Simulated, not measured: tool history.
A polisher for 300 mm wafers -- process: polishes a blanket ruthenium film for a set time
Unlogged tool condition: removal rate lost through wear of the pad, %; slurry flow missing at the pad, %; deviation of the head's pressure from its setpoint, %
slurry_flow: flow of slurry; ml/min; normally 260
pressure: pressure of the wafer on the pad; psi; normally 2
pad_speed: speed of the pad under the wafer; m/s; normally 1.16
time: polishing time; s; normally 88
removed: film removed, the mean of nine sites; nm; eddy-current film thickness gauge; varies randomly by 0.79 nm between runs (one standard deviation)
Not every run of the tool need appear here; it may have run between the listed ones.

run	hour	slurry_flow	pressure	pad_speed	time	wafers since the last listed run	wafers polished on this pad	hours since the slurry nozzle was cleaned	hours since the head pressure was calibrated	incoming thickness of the incoming film, nm	removed
1	0	260	2	1.16	88	0	1891	12	38.8	400.8	128
2	32.5	260	2	1.16	88	284	2175	44.5	71.3	395.7	126.9
# hour 44.7: worn pad replaced by a new one
3	96.5	260	2	1.16	88	524	452	108.5	135.3	405	126.3
4	137.4	260	2	1.16	94	357	810	149.4	176.2	402.6	134.5
5	187.9	260	2	1.16	94	441	1252	199.9	226.7	403	133.6
6	259.1	260	2	1.16	88	622	1875	271.1	297.9	399	125.8
# hour 272.8: worn pad replaced by a new one
7	288	260	2	1.16	88	217	132	300	326.8	404.8	124.5
8	327.8	260	2	1.16	88	348	480	339.8	366.6	400.3	123.9
9	397.6	260	2	1.16	107	610	1091	409.6	436.4	404.8	148.9
10	452	260	1.8	0.94	88	475	1567	464	490.8	403.6	89.4
11	477.7	260	2	1.16	88	224	1791	489.7	516.5	404.3	122.5
# hour 506.2: worn pad replaced by a new one
12	506.7	260	2	1.16	88	218	3	518.7	545.5	401.3	123.3
13	534.8	260	2	1.16	88	245	249	546.8	573.6	399.6	122.3
14	602.1	260	2.6	1.4	75	588	838	614.1	640.9	397.1	160.3
15	670.5	260	2	1.16	88	598	1436	682.5	709.3	399.3	122.2
16	720.2	225	2	1.04	78	434	1871	732.2	759	391.1	94.4
# hour 748.2: worn pad replaced by a new one
17	780.3	290	2.5	1.28	88	490	280	792.3	819.1	401.3	165.7
# hour 783.3: head pressure recalibrated
18	820	260	2	1.16	88	329	610	832	36.7	395.1	128.2
# hour 841.8: slurry nozzle cleaned
19	867.3	260	2.6	1.16	88	404	1015	25.5	84	399.2	163.9
20	899.1	295	2	1.16	88	278	1293	57.3	115.8	398.2	129
# hour 1037.7: worn pad replaced by a new one
21	1097.4	235	2.3	0.84	79	1699	521	255.6	314.1	404.3	92
22	1132.1	330	2.4	1.16	88	303	825	290.3	348.8	400.1	153.6
23	1170.2	200	2.6	1.16	88	333	1158	328.4	386.9	401.5	154.9
24	1235	260	2	1.16	88	566	1725	393.2	451.7	402.5	123.5
25	1284.7	175	2	1.16	88	434	2159	442.9	501.4	401.9	117.9

Measured minus without-hidden-state, run by run (identical run-to-run variation in each term; gauge scatter may differ):
run	removed
1	-1.2
2	-1.5
3	-2.1
4	-2.7
5	-3.2
6	-3.7
7	-4
8	-4.4
9	-6.1
10	-4.1
11	-5.8
12	-6.2
13	-6.3
14	-9.2
15	-7.7
16	-6.4
17	-12.1
18	-0.8
19	-1.5
20	-1.5
21	-2.5
22	-4.6
23	-5.1
24	-4.8
25	-5
